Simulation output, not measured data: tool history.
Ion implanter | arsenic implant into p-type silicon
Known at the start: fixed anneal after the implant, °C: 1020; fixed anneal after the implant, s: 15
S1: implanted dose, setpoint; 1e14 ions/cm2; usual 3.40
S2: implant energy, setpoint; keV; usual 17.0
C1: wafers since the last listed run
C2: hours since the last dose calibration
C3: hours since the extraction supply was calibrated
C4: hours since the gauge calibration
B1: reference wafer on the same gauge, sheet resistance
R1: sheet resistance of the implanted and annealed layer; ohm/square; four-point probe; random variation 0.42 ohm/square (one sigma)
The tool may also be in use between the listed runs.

| run | day | S1 | S2 | C1 | C2 | C3 | C4 | B1 | R1 |
|---|---|---|---|---|---|---|---|---|---|
| 1 | 0.000 | 3.04 | 17.0 | 0 | 267.0 | 1769.4 | 194.2 | 259.94 | 303.57 |
| 2 | 1.312 | 3.04 | 17.0 | 463 | 298.5 | 1800.9 | 225.7 | 260.01 | 303.49 |
| 3 | 1.567 | 3.40 | 17.0 | 89 | 304.6 | 1807.0 | 231.8 | 260.08 | 278.86 |
| 4 | 2.292 | 2.72 | 20.5 | 255 | 322.0 | 1824.4 | 249.2 | 259.96 | 322.06 |
| 5 | 2.904 | 3.17 | 17.0 | 216 | 336.7 | 1839.1 | 263.9 | 260.02 | 293.27 |
| 6 | 3.575 | 3.17 | 17.0 | 236 | 352.8 | 1855.2 | 280.0 | 260.05 | 293.06 |
|  | 4.317 | extraction supply calibrated |
| 7 | 4.338 | 3.17 | 17.0 | 151 | 371.1 | 0.5 | 298.3 | 260.03 | 293.21 |
| 8 | 4.721 | 3.75 | 19.0 | 135 | 380.3 | 9.7 | 307.5 | 260.03 | 254.18 |
| 9 | 5.321 | 3.71 | 15.5 | 211 | 394.7 | 24.1 | 321.9 | 259.96 | 261.96 |
|  | 5.733 | gauge calibrated |
| 10 | 5.942 | 2.88 | 17.0 | 219 | 409.6 | 39.0 | 5.0 | 260.03 | 313.85 |
|  | 6.650 | Faraday cup replaced and dose calibrated |
| 11 | 6.671 | 2.88 | 17.0 | 139 | 0.5 | 56.5 | 22.5 | 260.09 | 318.20 |
| 12 | 6.725 | 2.84 | 23.0 | 19 | 1.8 | 57.8 | 23.8 | 260.01 | 309.87 |
| 13 | 7.333 | 2.50 | 23.0 | 214 | 16.4 | 72.4 | 38.4 | 260.00 | 339.72 |
| 14 | 7.696 | 2.67 | 17.0 | 127 | 25.1 | 81.1 | 47.1 | 260.03 | 337.42 |
| 15 | 7.962 | 3.40 | 17.0 | 94 | 31.5 | 87.5 | 53.5 | 259.98 | 280.87 |
| 16 | 8.288 | 4.14 | 14.0 | 114 | 39.3 | 95.3 | 61.3 | 260.01 | 247.69 |
| 17 | 8.600 | 3.40 | 17.0 | 110 | 46.8 | 102.8 | 68.8 | 259.98 | 280.62 |

The next listed run, before its measurement:
| 18 | 9.333 | 2.53 | 19.0 | 258 | 64.4 | 120.4 | 86.4 | ? | ? |

B1: 259.94
R1: 344.85 ohm/square
Without the tool's hidden state the same run would have given R1 343.69 ohm/square.
